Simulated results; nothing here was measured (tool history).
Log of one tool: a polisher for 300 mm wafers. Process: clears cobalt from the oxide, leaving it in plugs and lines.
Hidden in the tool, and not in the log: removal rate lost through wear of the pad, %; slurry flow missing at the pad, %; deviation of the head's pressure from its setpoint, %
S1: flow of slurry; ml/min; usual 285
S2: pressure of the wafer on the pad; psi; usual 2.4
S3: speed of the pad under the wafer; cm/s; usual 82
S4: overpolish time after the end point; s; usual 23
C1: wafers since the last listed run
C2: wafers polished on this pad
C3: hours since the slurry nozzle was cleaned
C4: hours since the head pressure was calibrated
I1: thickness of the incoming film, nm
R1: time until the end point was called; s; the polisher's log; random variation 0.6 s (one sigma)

run,hour,S1,S2,S3,S4,C1,C2,C3,C4,I1,R1
1,0.0,285,2.4,82,23,0,265,177.7,1009.1,230.5,48.3
2,8.4,285,2.4,82,23,67,332,186.1,1017.5,229.8,46.6
3,20.7,285,2.4,82,23,99,432,198.4,1029.8,232.2,46.5
4,30.2,285,2.4,82,23,76,508,207.9,1039.3,231.9,48.5
5,40.4,285,2.4,82,23,82,590,218.1,1049.5,229.2,46.6
6,56.7,285,2.4,82,30,131,721,234.4,1065.8,232.2,48.3
7,66.6,285,2.4,82,30,79,801,244.3,1075.7,228.0,46.4
8,77.2,285,2.4,82,23,85,887,254.9,1086.3,230.3,45.8
9,93.0,240,1.8,82,23,127,1014,270.7,1102.1,226.8,56.9
10,103.1,285,2.0,64,23,81,1095,280.8,1112.2,230.0,68.8
# hour 112.5: worn pad replaced by a new one
11,119.3,285,2.1,82,23,98,54,297.0,1128.4,227.5,50.4
# hour 127.2: slurry nozzle cleaned
# hour 127.2: head pressure recalibrated
12,151.9,285,2.8,82,23,246,300,24.7,24.7,228.3,41.7
13,160.5,285,2.2,108,17,69,370,33.3,33.3,234.0,39.1
14,175.5,285,2.4,82,23,120,491,48.3,48.3,232.4,47.0
15,191.9,250,2.4,82,23,132,623,64.7,64.7,228.3,47.5

Forecast each of these 3 alternatives for the next run:
A,192.4,285,2.4,58,23,4,627,65.2,65.2,226.3,?
B,192.4,195,2.4,82,23,4,627,65.2,65.2,226.3,?
C,192.4,355,2.4,56,18,4,627,65.2,65.2,226.3,?

run,R1
A,64.8
B,48.0
C,65.8
Without the tool's hidden state the same runs would have given:
run,R1
A,64.8
B,48.0
C,65.8
